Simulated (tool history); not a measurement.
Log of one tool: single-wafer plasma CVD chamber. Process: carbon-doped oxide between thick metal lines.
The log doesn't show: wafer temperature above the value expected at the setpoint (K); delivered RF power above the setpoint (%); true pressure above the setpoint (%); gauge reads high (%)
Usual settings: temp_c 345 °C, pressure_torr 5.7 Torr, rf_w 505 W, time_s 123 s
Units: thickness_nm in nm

run	day	temp_c	pressure_torr	rf_w	time_s	wafers since the last listed run	hours since the last thermocouple change	hours since the last RF generator calibration	hours since the last manometer calibration	hours since the showerhead was replaced	hours since the gauge calibration	read-back reference wafer on the same gauge, thickness_nm	thickness_nm
1	0	345	5.7	505	123	0	954.3	1247.4	2451.3	4617.2	67.1	670.814	673.296
2	0.475	345	5.7	505	123	177	965.7	1258.8	2462.7	4628.6	78.5	670.649	671.398
3	0.775	345	5.7	505	123	112	972.9	1266	2469.9	4635.8	85.7	670.675	673.221
4	1.146	345	5.7	505	123	138	981.8	1274.9	2478.8	4644.7	94.6	670.779	672.207
5	1.783	345	5.7	505	123	238	997.1	1290.2	2494.1	4660	109.9	671.436	673.063
6	2.392	356	5.7	480	123	227	1011.7	1304.8	2508.7	4674.6	124.5	670.918	627.375
7	2.954	356	5.7	480	123	210	1025.2	1318.3	2522.2	4688.1	138	670.792	627.047
# day 3.75: showerhead replaced
# day 4.029: RF generator calibrated
8	4.05	345	4.65	505	123	180	1051.5	0.5	2548.5	7.2	164.3	671.38	674.18
9	4.062	345	5.7	505	123	4	1051.8	0.8	2548.8	7.5	164.6	670.821	691.367
# day 4.592: gauge calibrated
10	6.133	345	5.7	505	123	773	1101.5	50.5	2598.5	57.2	37	671.048	687.746
11	6.642	345	5.7	505	134	189	1113.7	62.7	2610.7	69.4	49.2	670.804	750.86
# day 7.258: thermocouple changed; heater temperature recalibrated
# day 7.388: capacitance manometer re-zeroed and calibrated
12	8	345	5.7	505	123	334	17.8	95.3	14.7	102	81.8	670.598	688.164
13	8.425	345	5.7	405	123	158	28	105.5	24.9	112.2	92	671.116	551.729
14	8.992	360	4.67	445	111	211	41.6	119.1	38.5	125.8	105.6	670.435	518.528
15	9.292	345	6.86	575	104	112	48.8	126.3	45.7	133	112.8	670.744	656.046
16	9.554	345	5.7	505	123	98	55.1	132.6	52	139.3	119.1	670.727	687.053
17	9.854	351	5.7	505	123	112	62.3	139.8	59.2	146.5	126.3	670.931	675.439
18	10.3	356	6.68	505	101	166	73	150.5	69.9	157.2	137	671.031	559.266
19	10.988	351	4.37	540	107	256	89.5	167	86.4	173.7	153.5	670.907	599.991
20	11.45	345	6.24	505	137	172	100.6	178.1	97.5	184.8	164.6	670.512	769.408
# day 11.617: gauge calibrated
21	11.888	345	5.7	585	123	163	111.1	188.6	108	195.3	6.5	670.987	771.62

Hidden state at the last listed run before each entry between runs and at the first one after, where it differs:
Between runs 7 and 8: showerhead replaced (day 3.75); RF generator calibrated (day 4.029)
  delivered RF power above the setpoint (%): -3.68 -> -0.404
  measured less the result without the state, thickness_nm: -21.521 -> -2.281 nm
Between runs 9 and 10: gauge calibrated (day 4.592)
  delivered RF power above the setpoint (%): -0.406 -> -0.813
  measured less the result without the state, thickness_nm: -2.355 -> -4.716 nm
Between runs 11 and 12: thermocouple changed; heater temperature recalibrated (day 7.258); capacitance manometer re-zeroed and calibrated (day 7.388)
  delivered RF power above the setpoint (%): -0.905 -> -1.14
  measured less the result without the state, thickness_nm: -5.75 -> -6.665 nm
Between runs 20 and 21: gauge calibrated (day 11.617)
  delivered RF power above the setpoint (%): -1.65 -> -1.71
  measured less the result without the state, thickness_nm: -10.907 -> -10.839 nm
